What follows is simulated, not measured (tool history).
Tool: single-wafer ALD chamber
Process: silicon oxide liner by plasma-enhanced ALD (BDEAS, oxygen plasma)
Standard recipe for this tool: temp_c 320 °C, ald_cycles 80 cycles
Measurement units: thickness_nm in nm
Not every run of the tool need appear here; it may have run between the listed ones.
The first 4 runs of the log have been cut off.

run   hour  temp_c  ald_cycles  read-back reference wafer on the same gauge, thickness_nm  thickness_nm
  5  105.5     320          80                                                      5.329         6.085
  6  123.6     320          80                                                      5.322         6.102
  7  139.8     320          80                                                      5.330         6.097
  8  159.4     320          80                                                      5.329         6.065
  9  180.9     320          80                                                      5.318         6.075
 10  212.3     320          80                                                      5.312         6.057
 11  238.6     320          80                                                      5.305         6.057
 12  251.9     320          80                                                      5.309         6.065
 13  331.6     320          80                                                      5.296         6.051
 14  364.4     320          80                                                      5.286         6.013
 15  390.6     308          87                                                      5.284         6.646
 16  435.3     308          87                                                      5.271         6.622
     466.4  -- thermocouple changed; heater temperature recalibrated
 17  466.9     320          76                                                      5.269         5.706
 18  489.8     320          76                                                      5.264         5.700
 19  509.4     320          90                                                      5.258         6.754
 20  526.1     320          80                                                      5.256         5.987
 21  547.0     320          80                                                      5.250         5.978
 22  580.6     320          80                                                      5.243         5.958
 23  598.5     320          80                                                      5.238         6.002
 24  628.0     309          88                                                      5.226         6.674
 25  647.4     329          74                                                      5.228         5.485
 26  674.3     320          76                                                      5.219         5.661

Run 27, settings as shown, results not yet in. Your forecast:
 27  692.6     320          80                                                          ?             ?

{"run 27": {"read-back reference wafer on the same gauge, thickness_nm": 5.218, "thickness_nm": 5.937}}
Were there no unlogged condition in the tool, this run, its random variation unchanged, would have produced thickness_nm 6.102 nm.
